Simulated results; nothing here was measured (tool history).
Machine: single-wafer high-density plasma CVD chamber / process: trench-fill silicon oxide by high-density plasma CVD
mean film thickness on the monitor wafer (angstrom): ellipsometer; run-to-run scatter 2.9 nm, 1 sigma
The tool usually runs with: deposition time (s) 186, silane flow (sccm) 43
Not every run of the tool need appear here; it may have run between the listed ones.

run   hour  deposition time (s)  silane flow (sccm)  wafers since the last listed run  hours since the silane flow controller was replaced  hours since the gauge calibration  read-back reference wafer on the same gauge, thickness_nm  mean film thickness on the monitor wafer (angstrom)
  1      0                  206                  46                                 0                                               4117.8                              430.7                                                    718.912                                               8756.7
  2   40.5                  206                  46                               444                                               4158.3                              471.2                                                    720.395                                               8755.7
  3   89.8                  206                  46                               541                                               4207.6                              520.5                                                     720.82                                                 8800
  4  132.7                  186                  43                               471                                               4250.5                              563.4                                                    721.625                                              7546.01
  5  181.5                  186                  43                               536                                               4299.3                              612.2                                                    721.723                                              7583.37
  6    243                  186                  43                               675                                               4360.8                              673.7                                                    722.697                                              7561.12
     257.3  -- gauge calibrated
  7  270.6                  205                  43                               303                                               4388.4                               13.3                                                    701.486                                              8076.88
  8    327                  209                  47                               619                                               4444.8                               69.7                                                    705.765                                               8829.2
     345.1  -- silane flow controller replaced
  9  388.5                  155                  36                               587                                                 43.4                              131.2                                                    709.282                                              5567.13
 10  432.7                  186                  43                               485                                                 87.6                              175.4                                                    710.553                                              7432.37
 11  459.8                  153                  40                               297                                                114.7                              202.5                                                    712.078                                              5907.54
 12  503.2                  186                  43                               476                                                158.1                              245.9                                                    712.996                                              7511.81
 13  545.2                  186                  40                               461                                                200.1                              287.9                                                     714.92                                              7166.37
 14  587.9                  186                  41                               469                                                242.8                              330.6                                                    715.045                                              7207.77

Below, some changes in mean film thickness on the monitor wafer (angstrom) between adjacent runs. For each, the amount present without the hidden state too (settings, incoming material, random variation) and the amount remaining for the hidden state with gauge scatter not shared by both compared results:
The hidden state here: delivered silane flow above the setpoint (%); gauge reads high (%).
Run 6 -> 7: deposition time (s) 186 -> 205, gauge calibrated. mean film thickness on the monitor wafer (angstrom) +515.76: hidden state -214.55, all else +730.31.
Run 8 -> 9: deposition time (s) 209 -> 155, silane flow (sccm) 47 -> 36, silane flow controller replaced. mean film thickness on the monitor wafer (angstrom) -3262.07: hidden state +15.18, all else -3277.25.
